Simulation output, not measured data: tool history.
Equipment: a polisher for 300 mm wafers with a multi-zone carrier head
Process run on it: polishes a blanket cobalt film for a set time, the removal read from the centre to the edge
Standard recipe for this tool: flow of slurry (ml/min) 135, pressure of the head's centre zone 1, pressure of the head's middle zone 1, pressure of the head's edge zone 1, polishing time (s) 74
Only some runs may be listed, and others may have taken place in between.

run,hour,flow of slurry (ml/min),pressure of the head's centre zone,pressure of the head's middle zone,pressure of the head's edge zone,polishing time (s),"incoming thickness of the incoming film, nm",film removed at the wafer's centre (Å),film removed at mid-radius (Å),film removed at the wafer's edge (Å)
1,0,135,1,1,1,74,1176.6,3010,3116,2987
2,93.5,135,1,1,1,74,1195.1,3136,3256,3231
3,197.7,135,1,1,1,74,1199.2,3157,3325,3217
4,292.8,100,1,1.11,0.91,64,1208.3,2475,2812,2494
5,332.1,135,1.07,1,1,74,1178.7,3334,3297,3166
6,370.3,150,1.11,1.07,1,92,1193,4357,4306,3992
7,460.2,175,1,1,0.94,74,1167.4,3192,3314,3150
8,522,115,0.9,1,1,93,1199,3228,3788,3779
9,603.1,135,1,1,1.06,91,1176.3,3613,3833,3799
10,651.7,135,1,1,1,74,1171.5,2952,3011,2922
11,745.5,135,1,1,1,74,1177.2,3094,3267,3228
12,784.6,135,1,1,1,74,1191.4,3135,3252,3252
13,875.6,155,0.91,1.08,1.1,74,1192,2902,3594,3348
14,940.5,170,1,1,1.12,58,1190.1,2564,2622,2735
15,982.6,135,0.94,1.03,0.89,58,1195,2241,2544,2319
16,1076.8,135,1,1,1.1,49,1193.1,2023,2046,2134
17,1131.6,135,1,1,1,50,1181.6,2019,2085,2063
18,1208.9,135,0.88,1.06,1,66,1192.7,2286,2886,2646
19,1270.3,135,1,1.09,1,74,1178.1,2934,3175,2905
20,1335.2,175,1,1,0.96,74,1192.5,3291,3420,3248
21,1385.1,135,1,0.95,1,74,1214.2,3166,3109,3169

Missing from the log above: 8 entries noted between runs. For each, name the pair of listed runs it sits between and say how the tool's hidden condition differs from the listed run just before to the listed run just after:
Logged between run 1 and run 2: worn pad replaced by a new one (hour 86.1)
  removal rate lost through wear of the pad, %: 6.29 -> 0.867
  measured minus no-state result, film removed at the wafer's centre (Å): -202 -> -28; film removed at mid-radius (Å): -209 -> -29; film removed at the wafer's edge (Å): -201 -> -28
Logged between run 5 and run 6: edge zone pressure recalibrated (hour 336)
  removal rate lost through wear of the pad, %: 2.37 -> 2.87
  measured minus no-state result, film removed at the wafer's centre (Å): -81 -> -128; film removed at mid-radius (Å): -80 -> -127; film removed at the wafer's edge (Å): -76 -> -118
Logged between run 8 and run 9: slurry nozzle cleaned (hour 546.7)
  removal rate lost through wear of the pad, %: 5.58 -> 7.49
  measured minus no-state result, film removed at the wafer's centre (Å): -191 -> -292; film removed at mid-radius (Å): -224 -> -310; film removed at the wafer's edge (Å): -224 -> -308
Logged between run 9 and run 10: centre zone pressure recalibrated (hour 608)
  removal rate lost through wear of the pad, %: 7.49 -> 8.8
  measured minus no-state result, film removed at the wafer's centre (Å): -292 -> -284; film removed at mid-radius (Å): -310 -> -291; film removed at the wafer's edge (Å): -308 -> -282
Logged between run 10 and run 11: worn pad replaced by a new one (hour 675.1)
  removal rate lost through wear of the pad, %: 8.8 -> 1.4
  measured minus no-state result, film removed at the wafer's centre (Å): -284 -> -43; film removed at mid-radius (Å): -291 -> -47; film removed at the wafer's edge (Å): -282 -> -45
Logged between run 14 and run 15: edge zone pressure recalibrated (hour 951.9)
  removal rate lost through wear of the pad, %: 3.02 -> 3.62
  measured minus no-state result, film removed at the wafer's centre (Å): -80 -> -84; film removed at mid-radius (Å): -81 -> -96; film removed at the wafer's edge (Å): -85 -> -87
Logged between run 19 and run 20: worn pad replaced by a new one (hour 1281.4)
  removal rate lost through wear of the pad, %: 10.1 -> 1.19
  measured minus no-state result, film removed at the wafer's centre (Å): -328 -> -40; film removed at mid-radius (Å): -354 -> -41; film removed at the wafer's edge (Å): -324 -> -39
Logged between run 20 and run 21: slurry nozzle cleaned (hour 1344.4)
  removal rate lost through wear of the pad, %: 1.19 -> 1.38
  measured minus no-state result, film removed at the wafer's centre (Å): -40 -> -44; film removed at mid-radius (Å): -41 -> -44; film removed at the wafer's edge (Å): -39 -> -44

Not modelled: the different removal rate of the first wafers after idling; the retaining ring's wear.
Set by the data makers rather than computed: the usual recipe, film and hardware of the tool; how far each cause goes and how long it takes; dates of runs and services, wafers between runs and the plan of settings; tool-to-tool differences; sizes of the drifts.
